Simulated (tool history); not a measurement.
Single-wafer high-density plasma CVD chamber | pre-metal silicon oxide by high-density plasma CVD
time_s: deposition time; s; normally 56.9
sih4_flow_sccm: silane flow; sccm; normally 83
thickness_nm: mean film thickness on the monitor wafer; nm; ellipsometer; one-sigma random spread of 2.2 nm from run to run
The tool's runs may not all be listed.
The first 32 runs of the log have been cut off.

run,hour,time_s,sih4_flow_sccm,"read-back reference wafer on the same gauge, thickness_nm",thickness_nm
33,2043.1,56.9,83,427.884,447.972
34,2080.6,65.2,73,427.973,453.349
35,2186.0,56.9,67,428.093,363.921
36,2224.0,56.9,67,427.518,363.536
37,2266.7,65.1,74,427.844,455.474
38,2300.7,59.9,83,427.512,476.306
# hour 2368.1: gauge calibrated
39,2368.9,66.5,83,427.969,525.081
40,2435.8,56.9,83,427.842,448.039

4 ways to go on from here, each from the tool as it stands after run 40. What would each give?
A,2436.2,52.1,83,?,?
B,2436.2,46.6,77,?,?
C,2436.2,47.6,83,?,?
D,2436.2,56.9,71,?,?

run,"read-back reference wafer on the same gauge, thickness_nm",thickness_nm
A,428.271,412.813
B,428.271,342.542
C,428.271,377.157
D,428.271,385.663
Without the tool's hidden state the same runs would have given:
run,thickness_nm
A,410.206
B,340.379
C,374.776
D,383.228
